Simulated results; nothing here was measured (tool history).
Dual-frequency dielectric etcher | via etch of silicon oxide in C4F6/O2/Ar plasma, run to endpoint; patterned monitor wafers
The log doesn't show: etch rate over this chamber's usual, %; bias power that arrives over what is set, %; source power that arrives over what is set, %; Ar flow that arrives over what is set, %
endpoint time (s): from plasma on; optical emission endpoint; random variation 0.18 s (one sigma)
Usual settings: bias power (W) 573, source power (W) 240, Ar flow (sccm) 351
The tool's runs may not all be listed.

run	hour	bias power (W)	source power (W)	Ar flow (sccm)	wafers since the last listed run	hours since the last wet clean	hours since the last bias power generator calibration	hours since the last source power generator calibration	hours since the last Ar flow controller change	hours since the last upper electrode change	incoming incoming film thickness, nm	endpoint time (s)
1	0.0	573	260	351	0	253.8	3863.3	1680.9	4798.5	3703.5	128.8	29.2
2	16.6	573	260	351	235	270.4	3879.9	1697.5	4815.1	3720.1	128.3	28.6
3	51.7	573	240	351	498	305.5	3915.0	1732.6	4850.2	3755.2	128.8	29.5
4	75.9	573	240	351	343	329.7	3939.2	1756.8	4874.4	3779.4	128.4	29.7
5	91.3	573	240	351	218	345.1	3954.6	1772.2	4889.8	3794.8	129.7	29.5
6	103.9	573	240	351	178	357.7	3967.2	1784.8	4902.4	3807.4	128.7	29.5
7	121.4	614	240	351	248	375.2	3984.7	1802.3	4919.9	3824.9	127.5	27.9
8	153.9	614	240	351	461	407.7	4017.2	1834.8	4952.4	3857.4	129.1	28.5
# hour 204.0: wet clean of the chamber
# hour 205.6: upper electrode replaced
9	206.1	614	240	351	378	2.1	4069.4	1887.0	5004.6	0.5	127.4	28.1
10	216.4	634	240	351	146	12.4	4079.7	1897.3	5014.9	10.8	129.4	28.0
11	242.6	573	210	351	371	38.6	4105.9	1923.5	5041.1	37.0	129.3	30.8
12	272.0	573	210	351	417	68.0	4135.3	1952.9	5070.5	66.4	127.7	30.5
13	285.4	573	240	351	190	81.4	4148.7	1966.3	5083.9	79.8	129.9	29.9
# hour 306.0: bias power generator calibrated
14	314.7	573	240	351	359	110.7	8.7	1995.6	5113.2	109.1	129.0	29.5
15	328.1	573	240	351	190	124.1	22.1	2009.0	5126.6	122.5	129.0	29.3
16	342.2	573	240	351	200	138.2	36.2	2023.1	5140.7	136.6	129.2	29.7
17	376.0	522	260	298	479	172.0	70.0	2056.9	5174.5	170.4	126.4	29.7
18	401.0	499	270	295	354	197.0	95.0	2081.9	5199.5	195.4	128.8	31.0
19	413.9	573	240	296	183	209.9	107.9	2094.8	5212.4	208.3	129.1	29.4
# hour 427.8: Ar flow controller replaced
20	428.3	691	260	307	119	224.3	122.3	2109.2	0.5	222.7	128.3	25.7
21	462.3	573	240	351	482	258.3	156.3	2143.2	34.5	256.7	128.6	29.3
# hour 499.6: source power generator calibrated
22	542.8	634	240	351	1085	338.8	236.8	43.2	115.0	337.2	128.3	27.5
23	575.9	573	240	327	469	371.9	269.9	76.3	148.1	370.3	129.2	29.3
24	601.6	685	220	351	364	397.6	295.6	102.0	173.8	396.0	126.9	27.0
# hour 658.3: wet clean of the chamber
25	658.8	621	200	399	471	0.5	352.8	159.2	231.0	453.2	128.6	29.8
26	661.2	573	280	351	34	2.9	355.2	161.6	233.4	455.6	128.9	28.5

What the log doesn't show, run by run:
etch rate over this chamber's usual, %: 0 in every run
bias power that arrives over what is set, %: 0 in every run
source power that arrives over what is set, %: 0 in every run
Ar flow that arrives over what is set, %: 0 in every run

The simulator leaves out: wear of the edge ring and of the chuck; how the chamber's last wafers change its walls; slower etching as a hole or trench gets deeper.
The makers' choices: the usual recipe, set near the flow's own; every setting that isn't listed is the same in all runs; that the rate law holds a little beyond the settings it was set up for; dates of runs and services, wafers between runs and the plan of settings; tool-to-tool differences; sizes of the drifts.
